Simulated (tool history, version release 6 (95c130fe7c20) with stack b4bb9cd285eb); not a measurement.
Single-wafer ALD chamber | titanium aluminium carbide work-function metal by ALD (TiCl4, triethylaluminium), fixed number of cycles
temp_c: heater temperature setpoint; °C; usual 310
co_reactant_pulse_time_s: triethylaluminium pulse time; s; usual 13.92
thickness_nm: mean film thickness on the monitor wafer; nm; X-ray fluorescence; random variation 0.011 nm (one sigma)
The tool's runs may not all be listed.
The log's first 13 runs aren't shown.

run     day  temp_c  co_reactant_pulse_time_s  read-back reference wafer on the same gauge, thickness_nm  thickness_nm
 14   7.896     321                     13.92                                                      2.543         1.581
 15   8.471     301                      9.03                                                      2.541         0.794
      9.288  -- thermocouple changed; heater temperature recalibrated
 16   9.308     310                     13.92                                                      2.537         1.454
 17   9.608     321                     10.94                                                      2.541         1.128
     10.204  -- triethylaluminium bottle replaced, repeated, since the last time left the tool worse
 18  10.225     303                     18.97                                                      2.542         2.097
 19  10.238     322                     10.83                                                      2.537         2.141
     11.867  -- gauge calibrated
 20  12.271     315                     11.29                                                      2.541         2.093
       13.1  -- showerhead replaced
 21  13.121     322                     10.83                                                      2.539         2.115
 22  13.304     310                     13.92                                                       2.54          2.12
 23  13.996     295                     16.05                                                      2.539         2.012
 24   14.45     325                     11.65                                                      2.541         2.182
 25  15.688     296                     16.05                                                      2.541         2.035
 26    16.1     324                     13.92                                                       2.54          2.24
 27  16.792     305                     18.45                                                       2.54         2.125
 28  17.438     315                     16.51                                                      2.543          2.19
 29  17.712     310                     13.92                                                      2.542         2.101
 30  18.221     318                     10.05                                                      2.541         1.981
 31  18.554     310                     13.92                                                      2.542         2.115
 32  19.012     302                     10.26                                                       2.54         1.867
 33  19.654     314                      9.34                                                       2.54          1.85

Forecast run 34:
 34  20.325     315                     18.66                                                          ?             ?

Run 34 gave read-back reference wafer on the same gauge, thickness_nm 2.541, thickness_nm 2.204 nm.
Without the tool's hidden state the same run would have given thickness_nm 2.206 nm.
